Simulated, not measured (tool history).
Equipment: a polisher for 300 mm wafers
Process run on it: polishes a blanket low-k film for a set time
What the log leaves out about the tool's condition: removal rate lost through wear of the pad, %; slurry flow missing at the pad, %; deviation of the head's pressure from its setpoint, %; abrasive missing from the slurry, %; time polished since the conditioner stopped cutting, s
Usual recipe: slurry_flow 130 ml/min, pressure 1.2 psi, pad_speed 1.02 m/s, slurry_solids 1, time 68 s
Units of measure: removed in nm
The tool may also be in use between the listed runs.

run   hour  slurry_flow  pressure  pad_speed  slurry_solids  time  wafers since the last listed run  wafers polished on this pad  hours since the slurry nozzle was cleaned  hours since the head pressure was calibrated  hours since the slurry blender was calibrated  hours since the conditioning disc was replaced  incoming thickness of the incoming film, nm  removed
  1      0          130       1.2       1.02              1    68                                 0                          227                                      350.8                                         755.8                                          336.9                                           442.4                                        720.5     15.1
  2   12.4          130       1.2       1.02              1    68                               110                          337                                      363.2                                         768.2                                          349.3                                           454.8                                        716.1     14.9
  3   25.6          130       1.2       1.02              1    68                               117                          454                                      376.4                                         781.4                                          362.5                                             468                                          729     14.9
  4     32          130       0.9       1.02              1    68                                56                          511                                      382.8                                         787.8                                          368.9                                           474.4                                        711.7     11.4
  5   44.3          130       1.2       0.84           1.15    68                               109                          620                                      395.1                                         800.1                                          381.2                                           486.7                                        723.2     13.7
  6   62.1          130       1.2       0.84           1.15    68                               158                          778                                      412.9                                         817.9                                            399                                           504.5                                        723.4     13.4
      78.2  -- worn pad replaced by a new one
  7   78.7          130       1.2       1.02              1    68                               111                            4                                      429.5                                         834.5                                          415.6                                           521.1                                        713.2     14.5
  8   89.5          130       1.2       1.02              1    68                                95                          100                                      440.3                                         845.3                                          426.4                                           531.9                                        724.9     14.2
  9   95.9          130       1.2       1.02              1    68                                56                          157                                      446.7                                         851.7                                          432.8                                           538.3                                        713.3       14
        98  -- slurry blender recalibrated
 10  105.3          130       1.4       0.92              1    68                                65                          223                                      456.1                                         861.1                                            7.3                                           547.7                                        722.5       15
     113.7  -- conditioning disc replaced and pad reconditioned
 11  117.6          130       1.2       1.02           1.15    44                                91                          314                                      468.4                                         873.4                                           19.6                                             3.9                                        715.7     11.2
     124.2  -- slurry nozzle cleaned
       131  -- head pressure recalibrated
 12  133.1          130       1.2       1.02           0.85    68                               111                          425                                        8.9                                           2.1                                           35.1                                            19.4                                        720.5     17.8
 13  145.9           90       1.2       0.78              1    87                               113                          539                                       21.7                                          14.9                                           47.9                                            32.2                                        717.7     18.2
 14  162.6          115       1.2       1.02              1    79                               148                          687                                       38.4                                          31.6                                           64.6                                            48.9                                        722.2       21
 15  175.1          130       1.2       1.02              1    68                               111                          798                                       50.9                                          44.1                                           77.1                                            61.4                                        728.8     18.4
     179.6  -- worn pad replaced by a new one
 16  188.7          130       1.2       1.02            0.7    68                                85                           80                                       64.5                                          57.7                                           90.7                                              75                                        718.5     15.9

Consider 5 possible next runs. They are alternatives, not a sequence: every one starts from the tool as it was left by run 16. What does each give?
  A  189.1          130       1.2       1.02              1    68                                 3                           84                                       64.9                                          58.1                                           91.1                                            75.4                                        718.5        ?
  B  189.1          130       1.2       0.82              1    68                                 3                           84                                       64.9                                          58.1                                           91.1                                            75.4                                        718.5        ?
  C  189.1          130       1.6        0.7              1    68                                 3                           84                                       64.9                                          58.1                                           91.1                                            75.4                                        718.5        ?
  D  189.1          130       1.1       1.02              1    68                                 3                           84                                       64.9                                          58.1                                           91.1                                            75.4                                        718.5        ?
  E  189.1           90         1       0.92              1    87                                 3                           84                                       64.9                                          58.1                                           91.1                                            75.4                                        718.5        ?

run  removed
  A     18.4
  B     15.6
  C     18.3
  D       17
  E     16.8
The same runs, with their run-to-run variation unchanged, on a tool lacking any hidden condition would have given:
run  removed
  A     20.1
  B     16.9
  C     19.9
  D     18.5
  E     18.3

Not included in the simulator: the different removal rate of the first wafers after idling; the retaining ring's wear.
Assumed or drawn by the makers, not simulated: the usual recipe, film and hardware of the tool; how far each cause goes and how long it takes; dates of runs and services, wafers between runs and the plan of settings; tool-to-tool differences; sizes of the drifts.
